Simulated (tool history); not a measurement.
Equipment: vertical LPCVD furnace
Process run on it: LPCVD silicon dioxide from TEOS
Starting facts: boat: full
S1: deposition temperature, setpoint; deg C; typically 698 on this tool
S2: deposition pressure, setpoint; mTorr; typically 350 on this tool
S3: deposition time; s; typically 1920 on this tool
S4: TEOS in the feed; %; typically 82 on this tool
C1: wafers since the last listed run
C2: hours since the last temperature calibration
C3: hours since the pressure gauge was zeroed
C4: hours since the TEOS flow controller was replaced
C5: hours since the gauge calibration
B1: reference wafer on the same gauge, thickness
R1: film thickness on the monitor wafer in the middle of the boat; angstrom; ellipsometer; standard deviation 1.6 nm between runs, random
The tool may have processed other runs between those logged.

Run 1, hour 0: usual settings; C1 0; C2 3252.6; C3 1615.4; C4 3162.8; C5 2674.6; B1 316.4. Result: R1 3139.2 angstrom.
Run 2, hour 106.6: usual settings; C1 1769; C2 3359.2; C3 1722; C4 3269.4; C5 2781.2; B1 316.99. Result: R1 3139.1 angstrom.
Run 3, hour 154.5: usual settings; C1 795; C2 3407.1; C3 1769.9; C4 3317.3; C5 2829.1; B1 317.04. Result: R1 3146.2 angstrom.
Run 4, hour 237.1: usual settings but S2 290 mTorr; C1 1371; C2 3489.7; C3 1852.5; C4 3399.9; C5 2911.7; B1 317.72. Result: R1 2856.8 angstrom.
Run 5, hour 450.8: usual settings but S2 290 mTorr; C1 3548; C2 3703.4; C3 2066.2; C4 3613.6; C5 3125.4; B1 317.23. Result: R1 2864.3 angstrom.
Run 6, hour 513.7: usual settings but S2 290 mTorr; C1 1044; C2 3766.3; C3 2129.1; C4 3676.5; C5 3188.3; B1 317.03. Result: R1 2859.3 angstrom.
Run 7, hour 563.1: usual settings; C1 820; C2 3815.7; C3 2178.5; C4 3725.9; C5 3237.7; B1 317.81. Result: R1 3146.5 angstrom.
Run 8, hour 616.5: usual settings; C1 886; C2 3869.1; C3 2231.9; C4 3779.3; C5 3291.1; B1 316.83. Result: R1 3151.3 angstrom.
Run 9, hour 702.4: usual settings but S1 701 deg C, S2 290 mTorr, S3 1560 s, S4 73 %; C1 1426; C2 3955; C3 2317.8; C4 3865.2; C5 3377; B1 317.16. Result: R1 2362.3 angstrom.
Run 10, hour 789.7: usual settings; C1 1449; C2 4042.3; C3 2405.1; C4 3952.5; C5 3464.3; B1 316.62. Result: R1 3154.1 angstrom.
At hour 830.9: thermocouples replaced and temperature profile calibrated.
At hour 854.3: TEOS flow controller replaced.
Run 11, hour 854.8: usual settings but S1 687 deg C; C1 294; C2 23.9; C3 2470.2; C4 0.5; C5 3529.4; B1 316.16. Result: R1 2534.5 angstrom.
Run 12, hour 914.1: usual settings; C1 984; C2 83.2; C3 2529.5; C4 59.8; C5 3588.7; B1 316.93. Result: R1 3274.2 angstrom.
Run 13, hour 967.3: usual settings; C1 883; C2 136.4; C3 2582.7; C4 113; C5 3641.9; B1 316.7. Result: R1 3259.9 angstrom.
Run 14, hour 1074.9: usual settings but S4 69 %; C1 1786; C2 244; C3 2690.3; C4 220.6; C5 3749.5; B1 317.25. Result: R1 3038.6 angstrom.
Run 15, hour 1156.1: usual settings but S3 1230 s, S4 88 %; C1 1348; C2 325.2; C3 2771.5; C4 301.8; C5 3830.7; B1 316.31. Result: R1 2213.6 angstrom.
Run 16, hour 1195.1: usual settings; C1 647; C2 364.2; C3 2810.5; C4 340.8; C5 3869.7; B1 316.36. Result: R1 3293 angstrom.
Run 17, hour 1299.7: usual settings; C1 1736; C2 468.8; C3 2915.1; C4 445.4; C5 3974.3; B1 316.99. Result: R1 3316.8 angstrom.
Run 18, hour 1407.1: usual settings but S1 702 deg C; C1 1783; C2 576.2; C3 3022.5; C4 552.8; C5 4081.7; B1 317.37. Result: R1 3648.6 angstrom.
At hour 1473.4: thermocouples replaced and temperature profile calibrated, repeated, since the last time left the tool worse.
Run 19, hour 1497.8: usual settings but S3 2190 s; C1 1107; C2 24.4; C3 3113.2; C4 643.5; C5 4172.4; B1 317.01. Result: R1 3462.7 angstrom.
At hour 1501.8: gauge calibrated.
Run 20, hour 1551.9: usual settings but S1 703 deg C, S3 1290 s, S4 77 %; C1 898; C2 78.5; C3 3167.3; C4 697.6; C5 50.1; B1 316.02. Result: R1 2223.7 angstrom.
Run 21, hour 1623.7: usual settings but S2 280 mTorr, S3 1380 s; C1 1192; C2 150.3; C3 3239.1; C4 769.4; C5 121.9; B1 316.13. Result: R1 1951.2 angstrom.
Run 22, hour 1703.7: usual settings; C1 1328; C2 230.3; C3 3319.1; C4 849.4; C5 201.9; B1 316.95. Result: R1 3060.9 angstrom.
Run 23, hour 1774.8: usual settings but S1 692 deg C; C1 1180; C2 301.4; C3 3390.2; C4 920.5; C5 273; B1 317.28. Result: R1 2660.1 angstrom.
At hour 1868: pressure gauge zeroed.
Run 24, hour 2091.5: usual settings but S1 704 deg C, S2 410 mTorr, S3 2640 s, S4 93 %; C1 4859; C2 618.1; C3 223.5; C4 1237.2; C5 589.7; B1 317.08. Result: R1 5618 angstrom.
Run 25, hour 2144.4: usual settings but S2 390 mTorr; C1 878; C2 671; C3 276.4; C4 1290.1; C5 642.6; B1 317.13. Result: R1 3222.5 angstrom.
Run 26, hour 2443: usual settings but S1 694 deg C, S4 75 %; C1 4957; C2 969.6; C3 575; C4 1588.7; C5 941.2; B1 316.93. Result: R1 2679.5 angstrom.
Run 27, hour 2498.4: usual settings but S1 702 deg C, S2 270 mTorr, S4 73 %; C1 919; C2 1025; C3 630.4; C4 1644.1; C5 996.6; B1 317.41. Result: R1 2784.1 angstrom.
Run 28, hour 2688.6: usual settings but S1 695 deg C, S4 94 %; C1 3157; C2 1215.2; C3 820.6; C4 1834.3; C5 1186.8; B1 316.85. Result: R1 3089.7 angstrom.
Run 29, hour 2731.7: usual settings; C1 715; C2 1258.3; C3 863.7; C4 1877.4; C5 1229.9; B1 317.25. Result: R1 3110.7 angstrom.
Run 30, hour 2786.7: usual settings but S1 691 deg C, S2 400 mTorr, S4 96 %; C1 913; C2 1313.3; C3 918.7; C4 1932.4; C5 1284.9; B1 317.46. Result: R1 3071.4 angstrom.
Run 31, hour 2869.9: usual settings but S4 95 %; C1 1381; C2 1396.5; C3 1001.9; C4 2015.6; C5 1368.1; B1 316.77. Result: R1 3323.3 angstrom.
Run 32, hour 2924.6: usual settings but S1 690 deg C, S3 2310 s, S4 74 %; C1 908; C2 1451.2; C3 1056.6; C4 2070.3; C5 1422.8; B1 316.65. Result: R1 2952.3 angstrom.

Alternative continuations, all from the tool just after run 32; predict every row:
Run A, hour 2929.5: usual settings; C1 81; C2 1456.1; C3 1061.5; C4 2075.2; C5 1427.7; B1 ?. Result: R1 ?.
Run B, hour 2929.5: usual settings but S1 688 deg C, S3 2610 s, S4 69 %; C1 81; C2 1456.1; C3 1061.5; C4 2075.2; C5 1427.7; B1 ?. Result: R1 ?.
Run C, hour 2929.5: usual settings but S1 689 deg C, S2 265 mTorr, S3 2490 s; C1 81; C2 1456.1; C3 1061.5; C4 2075.2; C5 1427.7; B1 ?. Result: R1 ?.

run      B1      R1
  A  316.16    3101
  B  316.16  3055.8
  C  316.16  2831.9
With no hidden state in the tool, these same runs would have given:
run      R1
  A  3010.6
  B  2964.9
  C  2747.8
